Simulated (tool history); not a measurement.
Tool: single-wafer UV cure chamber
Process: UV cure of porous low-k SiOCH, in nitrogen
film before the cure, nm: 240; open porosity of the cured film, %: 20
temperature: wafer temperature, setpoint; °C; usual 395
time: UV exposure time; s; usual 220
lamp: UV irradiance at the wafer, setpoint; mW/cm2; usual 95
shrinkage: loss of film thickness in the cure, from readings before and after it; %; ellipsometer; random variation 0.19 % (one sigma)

run	day	temperature	time	lamp	shrinkage
1	0.000	395	275	95	12.639
2	1.233	395	220	95	11.186
3	4.246	385	220	95	10.914
4	5.275	385	220	95	10.725
5	6.671	385	220	95	10.448
6	7.400	395	220	95	11.010
# day 7.738: UV bulbs replaced
7	8.388	395	220	95	11.214
8	9.429	395	220	95	10.730
9	10.788	395	220	95	10.850
10	11.942	395	265	95	11.657
11	13.467	386	275	64	9.662
12	14.733	395	220	95	10.626
13	16.096	395	220	95	10.143
# day 16.479: quartz window cleaned
14	17.150	378	310	70	11.056
15	17.704	395	220	95	11.440
16	18.700	378	280	95	12.058
17	20.075	383	130	59	6.582
18	21.529	395	220	95	11.241

Run 19 comes next. What will it give?
19	22.975	407	105	79	?

Run 19 gave shrinkage 7.531 %.
Without the tool's hidden state the same run would have given shrinkage 7.893 %.
